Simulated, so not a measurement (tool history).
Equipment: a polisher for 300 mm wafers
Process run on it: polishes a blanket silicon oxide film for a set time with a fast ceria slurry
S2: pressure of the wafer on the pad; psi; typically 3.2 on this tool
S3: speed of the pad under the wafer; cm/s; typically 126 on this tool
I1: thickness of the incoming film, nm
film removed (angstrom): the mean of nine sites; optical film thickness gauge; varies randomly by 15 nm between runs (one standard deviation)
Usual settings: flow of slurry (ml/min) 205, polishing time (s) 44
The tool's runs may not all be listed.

Run 1, hour 0.0: usual settings but S2 2.8 psi; I1 2801.1. Result: film removed (angstrom) 10039.
Run 2, hour 98.4: usual settings but S2 2.8 psi; I1 2769.3. Result: film removed (angstrom) 10202.
Run 3, hour 188.4: usual settings but S2 2.8 psi; I1 2772.8. Result: film removed (angstrom) 9864.
Run 4, hour 268.8: usual settings; I1 2829.8. Result: film removed (angstrom) 10966.
Run 5, hour 343.1: usual settings but S2 3.9 psi; I1 2830.4. Result: film removed (angstrom) 13099.
Run 6, hour 443.0: usual settings but S2 3.9 psi; I1 2783.4. Result: film removed (angstrom) 13589.
Run 7, hour 500.5: usual settings but S2 3.9 psi; I1 2791.9. Result: film removed (angstrom) 13552.
At hour 509.2: worn pad replaced by a new one.
Run 8, hour 545.3: usual settings; I1 2755.0. Result: film removed (angstrom) 10964.
At hour 565.8: head pressure recalibrated.
Run 9, hour 586.4: usual settings; I1 2797.3. Result: film removed (angstrom) 10900.
At hour 608.6: slurry nozzle cleaned.
Run 10, hour 659.2: usual settings but polishing time (s) 38; I1 2818.3. Result: film removed (angstrom) 9677.
Run 11, hour 756.9: usual settings but polishing time (s) 38; I1 2830.2. Result: film removed (angstrom) 9594.
Run 12, hour 864.8: usual settings but polishing time (s) 38; I1 2796.7. Result: film removed (angstrom) 9620.
Run 13, hour 913.1: usual settings but polishing time (s) 33; I1 2839.0. Result: film removed (angstrom) 8400.
Run 14, hour 1012.0: usual settings but polishing time (s) 33; I1 2809.6. Result: film removed (angstrom) 8438.
Run 15, hour 1059.2: usual settings but flow of slurry (ml/min) 230, S2 2.1 psi, polishing time (s) 58; I1 2828.9. Result: film removed (angstrom) 10363.
At hour 1094.9: worn pad replaced by a new one.
Run 16, hour 1112.6: usual settings; I1 2799.4. Result: film removed (angstrom) 11051.
At hour 1170.6: head pressure recalibrated.
Run 17, hour 1209.6: usual settings but flow of slurry (ml/min) 185; I1 2830.8. Result: film removed (angstrom) 10900.
At hour 1245.2: slurry nozzle cleaned.
Run 18, hour 1280.2: usual settings but flow of slurry (ml/min) 230, S2 3.7 psi, polishing time (s) 39; I1 2838.8. Result: film removed (angstrom) 11636.
Run 19, hour 1343.0: usual settings but flow of slurry (ml/min) 225, S3 138 cm/s; I1 2796.8. Result: film removed (angstrom) 12359.
Run 20, hour 1405.2: usual settings; I1 2768.8. Result: film removed (angstrom) 11269.
Run 21, hour 1474.0: usual settings but polishing time (s) 55; I1 2815.2. Result: film removed (angstrom) 14014.
Run 22, hour 1564.1: usual settings but flow of slurry (ml/min) 270; I1 2795.9. Result: film removed (angstrom) 11664.
Run 23, hour 1619.9: usual settings but polishing time (s) 54; I1 2837.3. Result: film removed (angstrom) 13484.
At hour 1664.7: worn pad replaced by a new one.
Run 24, hour 1670.9: usual settings but S3 144 cm/s; I1 2778.5. Result: film removed (angstrom) 12499.
At hour 1767.5: head pressure recalibrated.
Run 25, hour 1771.2: usual settings; I1 2811.2. Result: film removed (angstrom) 11173.
Run 26, hour 1812.1: usual settings; I1 2784.6. Result: film removed (angstrom) 10782.
Run 27, hour 1883.6: usual settings but flow of slurry (ml/min) 175; I1 2841.6. Result: film removed (angstrom) 11085.
At hour 1941.5: slurry nozzle cleaned.
Run 28, hour 1973.6: usual settings but flow of slurry (ml/min) 230, S2 2.3 psi, S3 138 cm/s; I1 2804.7. Result: film removed (angstrom) 9182.
Run 29, hour 2016.0: usual settings; I1 2852.2. Result: film removed (angstrom) 11185.
Run 30, hour 2101.2: usual settings; I1 2785.8. Result: film removed (angstrom) 11151.
Run 31, hour 2201.9: usual settings; I1 2832.2. Result: film removed (angstrom) 11096.
At hour 2224.9: worn pad replaced by a new one.
Run 32, hour 2242.8: usual settings but flow of slurry (ml/min) 270, S2 2.8 psi, polishing time (s) 32; I1 2812.7. Result: film removed (angstrom) 7380.
Run 33, hour 2320.5: usual settings; I1 2763.4. Result: film removed (angstrom) 11180.
Run 34, hour 2368.6: usual settings but flow of slurry (ml/min) 275, S2 2.2 psi, polishing time (s) 57; I1 2792.1. Result: film removed (angstrom) 10668.
Run 35, hour 2434.0: usual settings but polishing time (s) 53; I1 2812.4. Result: film removed (angstrom) 13418.
Run 36, hour 2482.1: usual settings but S2 4.1 psi, S3 104 cm/s, polishing time (s) 36; I1 2814.2. Result: film removed (angstrom) 9672.

Here are 5 independent what-if runs from the current tool condition. What would each one return?
Run A, hour 2482.5: usual settings but flow of slurry (ml/min) 255; I1 2813.0. Result: film removed (angstrom) ?.
Run B, hour 2482.5: usual settings but flow of slurry (ml/min) 175, S2 2.2 psi, polishing time (s) 38; I1 2813.0. Result: film removed (angstrom) ?.
Run C, hour 2482.5: usual settings but flow of slurry (ml/min) 230, S2 2.5 psi; I1 2813.0. Result: film removed (angstrom) ?.
Run D, hour 2482.5: usual settings but flow of slurry (ml/min) 175, S2 3.6 psi, polishing time (s) 54; I1 2813.0. Result: film removed (angstrom) ?.
Run E, hour 2482.5: usual settings but flow of slurry (ml/min) 175, S2 4.1 psi, S3 84 cm/s; I1 2813.0. Result: film removed (angstrom) ?.

run  film removed (angstrom)
  A                    11236
  B                     6710
  C                     8920
  D                    14837
  E                     9431
Without the tool's hidden state the same runs would have given:
run  film removed (angstrom)
  A                    11236
  B                     6710
  C                     8920
  D                    14837
  E                     9431

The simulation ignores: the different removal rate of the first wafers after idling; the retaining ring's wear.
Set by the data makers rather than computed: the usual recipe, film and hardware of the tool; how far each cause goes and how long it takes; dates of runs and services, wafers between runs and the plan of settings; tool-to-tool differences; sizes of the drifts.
